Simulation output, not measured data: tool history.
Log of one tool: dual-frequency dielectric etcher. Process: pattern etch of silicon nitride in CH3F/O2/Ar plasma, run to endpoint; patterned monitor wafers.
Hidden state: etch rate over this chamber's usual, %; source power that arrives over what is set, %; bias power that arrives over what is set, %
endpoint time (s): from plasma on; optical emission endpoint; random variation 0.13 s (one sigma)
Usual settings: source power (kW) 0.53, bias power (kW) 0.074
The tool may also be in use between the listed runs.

run   hour  source power (kW)  bias power (kW)  wafers since the last listed run  hours since the last wet clean  hours since the last source power generator calibration  hours since the last bias power generator calibration  hours since the last upper electrode change  incoming incoming film thickness, nm  endpoint time (s)
  1      0               0.48            0.074                                 0                           318.5                                                   4029.8                                                 4731.6                                       5670.3                                 33.87               44.1
  2   13.1               0.48            0.074                               103                           331.6                                                   4042.9                                                 4744.7                                       5683.4                                 33.59               43.9
  3   23.8               0.53            0.074                                84                           342.3                                                   4053.6                                                 4755.4                                       5694.1                                 33.81               42.7
  4   38.4               0.53            0.074                               115                           356.9                                                   4068.2                                                   4770                                       5708.7                                 33.67               42.6
  5   51.2               0.53            0.074                               100                           369.7                                                     4081                                                 4782.8                                       5721.5                                 34.16               43.5
  6   60.3               0.53            0.074                                71                           378.8                                                   4090.1                                                 4791.9                                       5730.6                                 33.73               42.7
  7   69.3               0.53            0.074                                70                           387.8                                                   4099.1                                                 4800.9                                       5739.6                                 34.05               43.3
      84.8  -- source power generator calibrated
  8   85.3               0.53            0.081                                94                           403.8                                                      0.5                                                 4816.9                                       5755.6                                 33.99                 42
      89.5  -- bias power generator calibrated
  9   97.2               0.53            0.065                                62                           415.7                                                     12.4                                                    7.7                                       5767.5                                 33.85               44.5
 10  109.8               0.53            0.065                                99                           428.3                                                       25                                                   20.3                                       5780.1                                 33.95               44.9
 11    125               0.53            0.065                               119                           443.5                                                     40.2                                                   35.5                                       5795.3                                 33.75               44.6
 12  136.4               0.44            0.074                                89                           454.9                                                     51.6                                                   46.9                                       5806.7                                  33.9               45.7
 13  148.3               0.53            0.074                                93                           466.8                                                     63.5                                                   58.8                                       5818.6                                 34.03               43.3
 14  160.6               0.53            0.068                                96                           479.1                                                     75.8                                                   71.1                                       5830.9                                 33.58                 44
     189.2  -- upper electrode replaced
     200.3  -- wet clean of the chamber
 15  200.8               0.59            0.074                                40                             0.5                                                      116                                                  111.3                                         11.6                                 33.86               40.8
 16  201.1               0.58            0.074                                 2                             0.8                                                    116.3                                                  111.6                                         11.9                                 34.02               41.3
 17  201.4               0.44            0.062                                 2                             1.1                                                    116.6                                                  111.9                                         12.2                                 34.08               47.2
 18  207.2               0.53            0.074                                45                             6.9                                                    122.4                                                  117.7                                           18                                 33.81               42.2
 19  216.4               0.61            0.089                                72                            16.1                                                    131.6                                                  126.9                                         27.2                                 33.97               38.7
 20  231.6               0.64            0.062                               119                            31.3                                                    146.8                                                  142.1                                         42.4                                  33.9               42.1
 21  241.7               0.47            0.084                                79                            41.4                                                    156.9                                                  152.2                                         52.5                                 34.07               42.5
 22  256.8               0.53            0.074                               118                            56.5                                                      172                                                  167.3                                         67.6                                 34.14               42.6
 23  265.9                0.6            0.074                                71                            65.6                                                    181.1                                                  176.4                                         76.7                                 34.19               41.2
 24  272.8               0.65            0.059                                54                            72.5                                                      188                                                  183.3                                         83.6                                 34.01               42.4

The same runs without the tool's hidden state, with the same run-to-run variation:
run  endpoint time (s)
  1               43.4
  2               43.2
  3                 42
  4               41.8
  5               42.8
  6               41.9
  7               42.5
  8               41.2
  9               43.6
 10                 44
 11               43.7
 12               44.7
 13               42.3
 14               42.9
 15               40.8
 16               41.3
 17               47.3
 18               42.2
 19               38.7
 20                 42
 21               42.4
 22               42.5
 23               41.1
 24               42.2

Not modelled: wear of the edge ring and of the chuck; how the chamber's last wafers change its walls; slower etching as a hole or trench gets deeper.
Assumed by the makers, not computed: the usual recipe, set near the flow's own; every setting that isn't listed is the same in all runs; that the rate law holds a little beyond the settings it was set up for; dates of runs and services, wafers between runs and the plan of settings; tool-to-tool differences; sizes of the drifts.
